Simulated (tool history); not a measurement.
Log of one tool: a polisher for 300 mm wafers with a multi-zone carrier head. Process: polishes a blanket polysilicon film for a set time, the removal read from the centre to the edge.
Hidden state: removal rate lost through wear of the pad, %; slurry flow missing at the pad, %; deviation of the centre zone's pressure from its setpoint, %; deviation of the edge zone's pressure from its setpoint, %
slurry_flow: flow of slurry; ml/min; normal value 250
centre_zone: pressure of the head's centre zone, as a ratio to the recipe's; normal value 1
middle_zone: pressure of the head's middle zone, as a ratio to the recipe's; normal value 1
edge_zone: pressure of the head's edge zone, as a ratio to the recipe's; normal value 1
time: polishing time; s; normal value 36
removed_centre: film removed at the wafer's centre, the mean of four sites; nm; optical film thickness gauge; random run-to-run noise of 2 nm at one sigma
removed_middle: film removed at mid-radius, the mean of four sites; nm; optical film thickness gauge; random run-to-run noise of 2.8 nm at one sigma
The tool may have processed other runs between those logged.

run   hour  slurry_flow  centre_zone  middle_zone  edge_zone  time  wafers since the last listed run  wafers polished on this pad  hours since the slurry nozzle was cleaned  hours since the centre zone pressure was calibrated  hours since the edge zone pressure was calibrated  hours since the carrier head's membrane was replaced  incoming thickness of the incoming film, nm  removed_centre  removed_middle
  1      0          250            1            1          1    36                                 0                          966                                      758.3                                                444.2                                              213.1                                                1609.3                                       2138.4           226.9           232.6
      79.3  -- worn pad replaced by a new one
  2  120.9          250            1            1          1    36                              1814                          644                                      879.2                                                565.1                                                334                                                1730.2                                       2167.9             235           241.5
  3  191.7          250            1            1          1    36                              1098                         1743                                        950                                                635.9                                              404.8                                                  1801                                       2155.9           226.8           229.6
     213.6  -- worn pad replaced by a new one
     225.2  -- slurry nozzle cleaned
  4  258.5          250            1            1          1    36                               959                          681                                       33.3                                                702.7                                              471.6                                                1867.8                                       2155.6           236.1           238.7
  5    301          250            1            1          1    36                               659                         1341                                       75.8                                                745.2                                              514.1                                                1910.3                                       2176.5           231.7           233.6
     332.3  -- edge zone pressure recalibrated
     337.1  -- worn pad replaced by a new one
  6  342.3          250            1            1          1    36                               547                           80                                      117.1                                                786.5                                                 10                                                1951.6                                       2182.2           240.5           246.4
  7  382.2          185            1            1          1    36                               619                          699                                        157                                                826.4                                               49.9                                                1991.5                                       2206.6           226.8             229
  8    419          210         0.91            1       1.03    36                               571                         1270                                      193.8                                                863.2                                               86.7                                                2028.3                                       2175.9             207           232.6
  9  478.6          250            1            1          1    36                               924                         2195                                      253.4                                                922.8                                              146.3                                                2087.9                                       2199.5           222.9           226.1
     493.3  -- carrier head's membrane replaced by a new one, of another model than before
     497.8  -- worn pad replaced by a new one
 10  532.3          250            1            1       0.96    36                               693                          535                                      307.1                                                976.5                                                200                                                    39                                       2164.3             241           237.2
     555.8  -- centre zone pressure recalibrated
 11  565.6          250            1            1          1    36                               485                         1020                                      340.4                                                  9.8                                              233.3                                                  72.3                                       2140.8           234.1           236.5
 12  608.9          250         0.97         0.91          1    36                               671                         1692                                      383.7                                                 53.1                                              276.6                                                 115.6                                       2157.9           217.6             200
     623.4  -- worn pad replaced by a new one
 13  661.6          250         0.93          0.9          1    40                               755                          593                                      436.4                                                105.8                                              329.3                                                 168.3                                       2160.1           238.4           234.5
 14  720.6          250            1         0.94          1    36                               915                         1508                                      495.4                                                164.8                                              388.3                                                 227.3                                       2160.9             230           212.5

Selected run-to-run steps in removed_centre, each split into two signed amounts: the part the tool would show with no hidden state at all (from settings, incoming material and random variation), and the remainder, which goes to the hidden state together with any gauge scatter not common to the measured and the hidden-state-free results:
Run 9 -> 10: edge_zone 1 -> 0.96, carrier head's membrane replaced by a new one, of another model than before, worn pad replaced by a new one. removed_centre +18.1 nm: hidden state +13.7, all else +4.4.
Run 12 -> 13: centre_zone 0.97 -> 0.93, middle_zone 0.91 -> 0.9, time 36 -> 40, worn pad replaced by a new one. removed_centre +20.8 nm: hidden state +7.6, all else +13.2.

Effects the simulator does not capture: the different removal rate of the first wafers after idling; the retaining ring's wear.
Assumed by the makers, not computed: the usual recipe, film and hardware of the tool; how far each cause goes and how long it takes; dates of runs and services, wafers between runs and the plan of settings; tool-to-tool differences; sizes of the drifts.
